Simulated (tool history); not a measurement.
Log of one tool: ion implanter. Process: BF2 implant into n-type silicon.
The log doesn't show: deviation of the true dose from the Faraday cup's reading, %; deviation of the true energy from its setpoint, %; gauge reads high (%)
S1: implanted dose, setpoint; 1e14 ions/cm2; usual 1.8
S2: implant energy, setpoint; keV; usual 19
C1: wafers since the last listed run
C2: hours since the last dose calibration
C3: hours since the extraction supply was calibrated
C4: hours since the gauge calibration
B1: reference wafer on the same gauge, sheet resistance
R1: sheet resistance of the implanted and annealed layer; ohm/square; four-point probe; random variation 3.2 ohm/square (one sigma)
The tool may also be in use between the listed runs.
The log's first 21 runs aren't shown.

| run | hour | S1 | S2 | C1 | C2 | C3 | C4 | B1 | R1 |
|---|---|---|---|---|---|---|---|---|---|
| 22 | 1136.4 | 2.09 | 24 | 1692 | 462.7 | 161 | 167 | 500.28 | 465.1 |
| 23 | 1197.2 | 1.51 | 13 | 1643 | 523.5 | 221.8 | 227.8 | 500.17 | 657.1 |
| 24 | 1248.7 | 1.66 | 17.5 | 1392 | 575 | 273.3 | 279.3 | 499.71 | 584.41 |
| 25 | 1417 | 2.1 | 19 | 4550 | 743.3 | 441.6 | 447.6 | 499.42 | 469 |
|  | 1441.6 | Faraday cup replaced and dose calibrated |
| 26 | 1458.3 | 1.36 | 13.5 | 900 | 16.7 | 482.9 | 488.9 | 500.11 | 743.3 |
| 27 | 1520.9 | 1.8 | 16.5 | 1692 | 79.3 | 545.5 | 551.5 | 500.57 | 570.05 |
| 28 | 1582.7 | 1.3 | 24 | 1670 | 141.1 | 607.3 | 613.3 | 500.28 | 718.91 |
| 29 | 1613.4 | 1.66 | 13.5 | 830 | 171.8 | 638 | 644 | 498.7 | 616.15 |
| 30 | 1658.1 | 1.65 | 16 | 1208 | 216.5 | 682.7 | 688.7 | 500.09 | 604.18 |
| 31 | 1828.6 | 1.66 | 17.5 | 4609 | 387 | 853.2 | 859.2 | 499.93 | 596.96 |
| 32 | 1893 | 2.15 | 13 | 1741 | 451.4 | 917.6 | 923.6 | 500.48 | 487.55 |

4 ways to go on from here, each from the tool as it stands after run 32. What would each give?
| A | 1893.4 | 1.8 | 19 | 10 | 451.8 | 918 | 924 | ? | ? |
| B | 1893.4 | 1.28 | 21 | 10 | 451.8 | 918 | 924 | ? | ? |
| C | 1893.4 | 2.02 | 16.5 | 10 | 451.8 | 918 | 924 | ? | ? |
| D | 1893.4 | 1.39 | 19 | 10 | 451.8 | 918 | 924 | ? | ? |

| run | B1 | R1 |
|---|---|---|
| A | 499.18 | 543.26 |
| B | 499.18 | 720.06 |
| C | 499.18 | 498.93 |
| D | 499.18 | 679.98 |
Without the tool's hidden state the same runs would have given:
| run | R1 |
|---|---|
| A | 556.17 |
| B | 736.81 |
| C | 510.78 |
| D | 696.08 |
